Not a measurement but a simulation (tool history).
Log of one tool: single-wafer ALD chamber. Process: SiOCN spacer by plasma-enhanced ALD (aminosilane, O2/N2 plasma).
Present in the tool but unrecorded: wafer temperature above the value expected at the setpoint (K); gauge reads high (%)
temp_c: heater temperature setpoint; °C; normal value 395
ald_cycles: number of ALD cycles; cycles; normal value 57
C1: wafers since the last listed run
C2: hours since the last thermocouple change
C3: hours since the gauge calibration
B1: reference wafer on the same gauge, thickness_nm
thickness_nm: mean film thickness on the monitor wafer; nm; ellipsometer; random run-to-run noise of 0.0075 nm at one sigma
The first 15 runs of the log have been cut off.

{"run": 16, "hour": 447.1, "temp_c": 395, "ald_cycles": 63, "C1": 161, "C2": 1513.1, "C3": 1082.0, "B1": 3.429, "thickness_nm": 3.327}
{"run": 17, "hour": 481.8, "temp_c": 395, "ald_cycles": 63, "C1": 171, "C2": 1547.8, "C3": 1116.7, "B1": 3.429, "thickness_nm": 3.33}
{"run": 18, "hour": 512.7, "temp_c": 395, "ald_cycles": 63, "C1": 152, "C2": 1578.7, "C3": 1147.6, "B1": 3.431, "thickness_nm": 3.305}
{"run": 19, "hour": 534.0, "temp_c": 400, "ald_cycles": 57, "C1": 105, "C2": 1600.0, "C3": 1168.9, "B1": 3.43, "thickness_nm": 3.004}
{"run": 20, "hour": 564.8, "temp_c": 400, "ald_cycles": 57, "C1": 152, "C2": 1630.8, "C3": 1199.7, "B1": 3.431, "thickness_nm": 2.998}
{"hour": 582.5, "done": "thermocouple changed; heater temperature recalibrated"}
{"run": 21, "hour": 597.4, "temp_c": 395, "ald_cycles": 57, "C1": 121, "C2": 14.9, "C3": 1232.3, "B1": 3.429, "thickness_nm": 3.018}
{"run": 22, "hour": 614.2, "temp_c": 395, "ald_cycles": 57, "C1": 83, "C2": 31.7, "C3": 1249.1, "B1": 3.429, "thickness_nm": 2.993}
{"run": 23, "hour": 630.5, "temp_c": 390, "ald_cycles": 46, "C1": 80, "C2": 48.0, "C3": 1265.4, "B1": 3.433, "thickness_nm": 2.433}
{"run": 24, "hour": 658.2, "temp_c": 386, "ald_cycles": 57, "C1": 137, "C2": 75.7, "C3": 1293.1, "B1": 3.43, "thickness_nm": 3.006}
{"hour": 675.2, "done": "gauge calibrated"}
{"run": 25, "hour": 686.3, "temp_c": 395, "ald_cycles": 67, "C1": 139, "C2": 103.8, "C3": 11.1, "B1": 3.428, "thickness_nm": 3.521}
{"run": 26, "hour": 720.6, "temp_c": 380, "ald_cycles": 51, "C1": 169, "C2": 138.1, "C3": 45.4, "B1": 3.429, "thickness_nm": 2.693}
{"run": 27, "hour": 733.2, "temp_c": 384, "ald_cycles": 57, "C1": 62, "C2": 150.7, "C3": 58.0, "B1": 3.43, "thickness_nm": 3.006}
{"run": 28, "hour": 767.2, "temp_c": 380, "ald_cycles": 61, "C1": 168, "C2": 184.7, "C3": 92.0, "B1": 3.431, "thickness_nm": 3.228}
{"run": 29, "hour": 797.3, "temp_c": 395, "ald_cycles": 47, "C1": 148, "C2": 214.8, "C3": 122.1, "B1": 3.427, "thickness_nm": 2.476}
{"run": 30, "hour": 821.2, "temp_c": 389, "ald_cycles": 57, "C1": 118, "C2": 238.7, "C3": 146.0, "B1": 3.429, "thickness_nm": 3.02}
{"run": 31, "hour": 845.3, "temp_c": 395, "ald_cycles": 63, "C1": 119, "C2": 262.8, "C3": 170.1, "B1": 3.433, "thickness_nm": 3.324}
{"run": 32, "hour": 876.3, "temp_c": 395, "ald_cycles": 57, "C1": 153, "C2": 293.8, "C3": 201.1, "B1": 3.43, "thickness_nm": 3.012}
{"run": 33, "hour": 897.6, "temp_c": 400, "ald_cycles": 50, "C1": 105, "C2": 315.1, "C3": 222.4, "B1": 3.428, "thickness_nm": 2.64}
{"run": 34, "hour": 930.0, "temp_c": 388, "ald_cycles": 57, "C1": 160, "C2": 347.5, "C3": 254.8, "B1": 3.428, "thickness_nm": 3.002}
{"run": 35, "hour": 943.0, "temp_c": 382, "ald_cycles": 57, "C1": 64, "C2": 360.5, "C3": 267.8, "B1": 3.428, "thickness_nm": 3.022}
{"run": 36, "hour": 975.2, "temp_c": 404, "ald_cycles": 62, "C1": 159, "C2": 392.7, "C3": 300.0, "B1": 3.43, "thickness_nm": 3.237}
{"run": 37, "hour": 996.1, "temp_c": 395, "ald_cycles": 57, "C1": 103, "C2": 413.6, "C3": 320.9, "B1": 3.43, "thickness_nm": 3.02}

What does the tool deliver on the next run?
{"run": 38, "hour": 1014.6, "temp_c": 395, "ald_cycles": 48, "C1": 91, "C2": 432.1, "C3": 339.4, "B1": "?", "thickness_nm": "?"}

B1: 3.430
thickness_nm: 2.540 nm
Without the tool's hidden state the same run would have given thickness_nm 2.540 nm.
